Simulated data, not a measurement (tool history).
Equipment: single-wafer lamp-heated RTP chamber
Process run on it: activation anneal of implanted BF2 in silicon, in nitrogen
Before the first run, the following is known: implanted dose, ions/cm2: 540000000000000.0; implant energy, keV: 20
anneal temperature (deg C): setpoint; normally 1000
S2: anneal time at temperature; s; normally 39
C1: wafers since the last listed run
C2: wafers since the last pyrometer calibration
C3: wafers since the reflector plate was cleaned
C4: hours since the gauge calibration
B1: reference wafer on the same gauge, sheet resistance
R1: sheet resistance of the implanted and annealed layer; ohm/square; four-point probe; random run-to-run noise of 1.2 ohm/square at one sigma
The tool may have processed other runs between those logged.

{"run": 1, "day": 0.0, "anneal temperature (deg C)": 1000, "S2": 39, "C1": 0, "C2": 1241, "C3": 6207, "C4": 975.1, "B1": 204.88, "R1": 231.03}
{"run": 2, "day": 3.604, "anneal temperature (deg C)": 1000, "S2": 39, "C1": 1578, "C2": 2819, "C3": 7785, "C4": 1061.6, "B1": 204.74, "R1": 231.21}
{"run": 3, "day": 7.75, "anneal temperature (deg C)": 1000, "S2": 39, "C1": 1815, "C2": 4635, "C3": 9601, "C4": 1161.1, "B1": 204.89, "R1": 231.6}
{"day": 9.771, "done": "pyrometer window cleaned and pyrometer calibrated"}
{"run": 4, "day": 12.012, "anneal temperature (deg C)": 986, "S2": 39, "C1": 1720, "C2": 981, "C3": 11322, "C4": 1263.4, "B1": 205.01, "R1": 236.52}
{"run": 5, "day": 15.638, "anneal temperature (deg C)": 986, "S2": 39, "C1": 1587, "C2": 2569, "C3": 12910, "C4": 1350.4, "B1": 205.01, "R1": 236.67}
{"day": 16.008, "done": "reflector plate cleaned"}
{"run": 6, "day": 18.929, "anneal temperature (deg C)": 986, "S2": 39, "C1": 1295, "C2": 3865, "C3": 1278, "C4": 1429.4, "B1": 204.91, "R1": 242.8}
{"day": 21.621, "done": "pyrometer window cleaned and pyrometer calibrated"}
{"run": 7, "day": 22.254, "anneal temperature (deg C)": 989, "S2": 28, "C1": 1310, "C2": 277, "C3": 2588, "C4": 1509.2, "B1": 205, "R1": 242.76}
{"run": 8, "day": 25.3, "anneal temperature (deg C)": 1000, "S2": 39, "C1": 1334, "C2": 1611, "C3": 3922, "C4": 1582.3, "B1": 204.96, "R1": 231.53}
{"run": 9, "day": 27.867, "anneal temperature (deg C)": 1000, "S2": 39, "C1": 1124, "C2": 2735, "C3": 5047, "C4": 1643.9, "B1": 205.09, "R1": 230.59}
{"run": 10, "day": 32.012, "anneal temperature (deg C)": 1000, "S2": 39, "C1": 1815, "C2": 4551, "C3": 6862, "C4": 1743.4, "B1": 204.99, "R1": 230.46}
{"day": 33.283, "done": "pyrometer window cleaned and pyrometer calibrated"}
{"run": 11, "day": 35.229, "anneal temperature (deg C)": 986, "S2": 39, "C1": 1262, "C2": 851, "C3": 8125, "C4": 1820.6, "B1": 204.84, "R1": 239}
{"run": 12, "day": 38.283, "anneal temperature (deg C)": 1027, "S2": 39, "C1": 1337, "C2": 2189, "C3": 9463, "C4": 1893.9, "B1": 205.22, "R1": 218.47}

Expected results for the next run?
{"day": 39.829, "done": "reflector plate cleaned"}
{"run": 13, "day": 41.312, "anneal temperature (deg C)": 1000, "S2": 28, "C1": 1180, "C2": 3370, "C3": 649, "C4": 1966.6, "B1": "?", "R1": "?"}

{"run 13": {"B1": 204.95, "R1": 236.23}}
With the hidden condition absent and the run-to-run variation left alone, this run would have shown R1 236.88 ohm/square.
